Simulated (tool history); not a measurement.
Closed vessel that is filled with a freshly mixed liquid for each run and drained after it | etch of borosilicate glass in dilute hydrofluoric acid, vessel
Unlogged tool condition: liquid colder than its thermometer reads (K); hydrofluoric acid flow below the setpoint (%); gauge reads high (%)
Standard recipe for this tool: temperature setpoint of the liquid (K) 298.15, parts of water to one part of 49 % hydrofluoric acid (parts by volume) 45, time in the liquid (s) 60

run	hour	temperature setpoint of the liquid (K)	parts of water to one part of 49 % hydrofluoric acid (parts by volume)	time in the liquid (s)	wafers since the last listed run	hours since the thermometer was replaced	hours since the hydrofluoric acid flow meter was replaced	hours since the gauge calibration	read-back film thickness of the borosilicate glass reference wafer, read on the same gauge (nm)	thickness taken off the borosilicate glass on a monitor wafer (angstrom)
1	0	298.15	45	60	0	611.5	180.2	2576.7	40.02	286.3
2	40.3	298.15	45	60	6069	651.8	220.5	2617	40	286.8
3	69.5	298.15	45	60	4397	681	249.7	2646.2	39.96	281.8
4	108.6	298.15	45	60	5888	720.1	288.8	2685.3	40.01	280.6
5	153.6	298.15	45	60	6776	765.1	333.8	2730.3	39.99	278.9
# hour 187.6: gauge calibrated
6	196.4	298.15	45	60	6445	807.9	376.6	8.8	40.01	274.5
7	252.9	298.15	45	60	8508	864.4	433.1	65.3	39.98	275.9
8	305.6	298.15	45	60	7936	917.1	485.8	118	40	276.3
9	359.8	298.15	45	60	8162	971.3	540	172.2	39.99	270.6
10	392.1	298.15	45	60	4864	1003.6	572.3	204.5	40	271.3
11	457.6	298.15	25	35	9864	1069.1	637.8	270	40.04	294.5
# hour 519.3: hydrofluoric acid flow meter replaced
12	527	298.15	45	60	10300	1138.5	7.7	339.4	40.04	298.7
13	559.9	298.15	45	60	4954	1171.4	40.6	372.3	40.02	290.5
14	594.1	298.15	45	30	5150	1205.6	74.8	406.5	40.01	144.9
15	626.7	296.65	65	30	4909	1238.2	107.4	439.1	40.02	92.2
# hour 671: thermometer replaced
16	691.1	302.15	50	80	9547	20.1	171.8	503.5	39.99	404.6
17	750.4	293.65	45	60	8930	79.4	231.1	562.8	40	234.5
18	831.2	298.15	45	60	12168	160.2	311.9	643.6	39.98	280
19	887.4	296.65	45	70	8463	216.4	368.1	699.8	40	307.4
20	933	298.15	30	60	6867	262	413.7	745.4	40.01	427.4
21	972.6	296.65	45	60	5963	301.6	453.3	785	39.99	261.2
22	1041.1	300.65	45	60	10316	370.1	521.8	853.5	39.99	298
23	1077.1	296.15	45	90	5421	406.1	557.8	889.5	40	379.1
24	1129.6	302.15	45	60	7906	458.6	610.3	942	40	313.6
25	1159.4	301.65	65	30	4487	488.4	640.1	971.8	39.98	105.1
26	1196.7	302.15	60	30	5617	525.7	677.4	1009.1	39.99	113.8
# hour 1218.5: hydrofluoric acid flow meter replaced
27	1257.9	302.15	45	85	9066	586.9	39.4	1070.3	40.03	486.1
28	1286.3	298.15	45	80	4277	615.3	67.8	1098.7	39.96	388.4
29	1326.3	298.15	45	60	6023	655.3	107.8	1138.7	39.98	286.4
30	1392.8	301.65	45	60	10014	721.8	174.3	1205.2	39.99	330.8
31	1456.4	298.15	45	60	9578	785.4	237.9	1268.8	40.02	290
32	1492.3	298.15	25	60	5406	821.3	273.8	1304.7	40	519.5

State the hidden condition of the tool at each of the runs:
liquid colder than its thermometer reads (K): 0, the same for each run
gauge reads high (%): 0, the same for each run
H1: hydrofluoric acid flow below the setpoint (%)
run	H1
1	3.49
2	4
3	4.38
4	4.87
5	5.45
6	5.99
7	6.71
8	7.38
9	8.08
10	8.49
11	9.32
12	0.996
13	1.42
14	1.85
15	2.27
16	3.09
17	3.84
18	4.87
19	5.59
20	6.17
21	6.67
22	7.55
23	8.01
24	8.68
25	9.06
26	9.53
27	1.09
28	1.46
29	1.97
30	2.81
31	3.62
32	4.08
